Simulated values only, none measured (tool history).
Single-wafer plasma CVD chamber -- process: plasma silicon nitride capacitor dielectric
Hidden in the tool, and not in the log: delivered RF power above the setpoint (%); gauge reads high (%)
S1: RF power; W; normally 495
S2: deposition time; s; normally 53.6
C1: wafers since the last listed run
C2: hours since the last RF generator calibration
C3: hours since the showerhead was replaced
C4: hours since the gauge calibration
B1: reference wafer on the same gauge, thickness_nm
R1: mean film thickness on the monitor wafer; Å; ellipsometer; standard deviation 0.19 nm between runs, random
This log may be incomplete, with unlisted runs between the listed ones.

{"run": 1, "hour": 0.0, "S1": 495, "S2": 50.6, "C1": 0, "C2": 1032.4, "C3": 5423.6, "C4": 117.3, "B1": 68.91, "R1": 676.31}
{"run": 2, "hour": 71.9, "S1": 495, "S2": 53.6, "C1": 1372, "C2": 1104.3, "C3": 5495.5, "C4": 189.2, "B1": 68.922, "R1": 717.28}
{"run": 3, "hour": 213.4, "S1": 495, "S2": 57.4, "C1": 2701, "C2": 1245.8, "C3": 5637, "C4": 330.7, "B1": 68.923, "R1": 767.71}
{"run": 4, "hour": 266.1, "S1": 495, "S2": 57.4, "C1": 1006, "C2": 1298.5, "C3": 5689.7, "C4": 383.4, "B1": 68.922, "R1": 769.13}
{"run": 5, "hour": 298.4, "S1": 495, "S2": 57.4, "C1": 616, "C2": 1330.8, "C3": 5722, "C4": 415.7, "B1": 68.884, "R1": 763.49}
{"run": 6, "hour": 354.3, "S1": 495, "S2": 53.6, "C1": 1067, "C2": 1386.7, "C3": 5777.9, "C4": 471.6, "B1": 68.84, "R1": 713.99}
{"run": 7, "hour": 420.3, "S1": 495, "S2": 53.6, "C1": 1260, "C2": 1452.7, "C3": 5843.9, "C4": 537.6, "B1": 68.882, "R1": 712.78}
{"run": 8, "hour": 477.5, "S1": 495, "S2": 53.6, "C1": 1092, "C2": 1509.9, "C3": 5901.1, "C4": 594.8, "B1": 68.933, "R1": 717.88}
{"run": 9, "hour": 512.1, "S1": 495, "S2": 53.6, "C1": 660, "C2": 1544.5, "C3": 5935.7, "C4": 629.4, "B1": 68.896, "R1": 713.32}
{"run": 10, "hour": 541.1, "S1": 495, "S2": 53.6, "C1": 553, "C2": 1573.5, "C3": 5964.7, "C4": 658.4, "B1": 68.814, "R1": 713.27}
{"run": 11, "hour": 573.9, "S1": 495, "S2": 53.6, "C1": 626, "C2": 1606.3, "C3": 5997.5, "C4": 691.2, "B1": 68.814, "R1": 715.07}
{"run": 12, "hour": 619.1, "S1": 495, "S2": 53.6, "C1": 862, "C2": 1651.5, "C3": 6042.7, "C4": 736.4, "B1": 68.89, "R1": 714.28}
{"hour": 656.9, "done": "showerhead replaced"}
{"hour": 674.0, "done": "RF generator calibrated"}
{"run": 13, "hour": 674.5, "S1": 495, "S2": 53.6, "C1": 752, "C2": 0.5, "C3": 17.6, "C4": 791.8, "B1": 68.903, "R1": 731.07}
{"run": 14, "hour": 733.7, "S1": 530, "S2": 53.6, "C1": 1130, "C2": 59.7, "C3": 76.8, "C4": 851, "B1": 68.816, "R1": 743.52}
{"run": 15, "hour": 779.9, "S1": 555, "S2": 62.7, "C1": 882, "C2": 105.9, "C3": 123, "C4": 897.2, "B1": 68.872, "R1": 879.96}
{"run": 16, "hour": 832.6, "S1": 495, "S2": 56.7, "C1": 1006, "C2": 158.6, "C3": 175.7, "C4": 949.9, "B1": 68.928, "R1": 768.35}
{"run": 17, "hour": 875.9, "S1": 495, "S2": 53.6, "C1": 826, "C2": 201.9, "C3": 219, "C4": 993.2, "B1": 68.858, "R1": 722.5}
{"run": 18, "hour": 931.6, "S1": 440, "S2": 53.6, "C1": 1063, "C2": 257.6, "C3": 274.7, "C4": 1048.9, "B1": 68.878, "R1": 701.64}
{"run": 19, "hour": 1132.7, "S1": 495, "S2": 56.7, "C1": 3839, "C2": 458.7, "C3": 475.8, "C4": 1250, "B1": 68.907, "R1": 766.37}
{"run": 20, "hour": 1157.3, "S1": 495, "S2": 53.6, "C1": 469, "C2": 483.3, "C3": 500.4, "C4": 1274.6, "B1": 68.9, "R1": 723}
{"run": 21, "hour": 1205.5, "S1": 550, "S2": 53.6, "C1": 920, "C2": 531.5, "C3": 548.6, "C4": 1322.8, "B1": 68.856, "R1": 742.65}
{"hour": 1217.5, "done": "gauge calibrated"}
{"run": 22, "hour": 1274.9, "S1": 430, "S2": 47.2, "C1": 1325, "C2": 600.9, "C3": 618, "C4": 57.4, "B1": 68.935, "R1": 612.54}
{"run": 23, "hour": 1327.1, "S1": 450, "S2": 50.7, "C1": 996, "C2": 653.1, "C3": 670.2, "C4": 109.6, "B1": 68.863, "R1": 662.81}
{"run": 24, "hour": 1372.1, "S1": 460, "S2": 59.2, "C1": 859, "C2": 698.1, "C3": 715.2, "C4": 154.6, "B1": 68.842, "R1": 777.43}
{"run": 25, "hour": 1428.7, "S1": 455, "S2": 59.2, "C1": 1080, "C2": 754.7, "C3": 771.8, "C4": 211.2, "B1": 68.894, "R1": 773.78}
{"run": 26, "hour": 1465.3, "S1": 435, "S2": 60.6, "C1": 698, "C2": 791.3, "C3": 808.4, "C4": 247.8, "B1": 68.877, "R1": 784.39}
{"run": 27, "hour": 1524.5, "S1": 550, "S2": 46.7, "C1": 1130, "C2": 850.5, "C3": 867.6, "C4": 307, "B1": 68.884, "R1": 643.11}

Hidden condition of the tool, last listed run before each entry between runs versus first listed run after:
Runs 12 to 13: showerhead replaced (hour 656.9); RF generator calibrated (hour 674)
  delivered RF power above the setpoint (%): -8.49 -> -0.236
  measured result minus the result with no hidden state, R1: -17.56 -> -0.47 Å
Runs 21 to 22: gauge calibrated (hour 1217.5)
  delivered RF power above the setpoint (%): -5.34 -> -5.72
  measured result minus the result with no hidden state, R1: -11.26 -> -9.97 Å
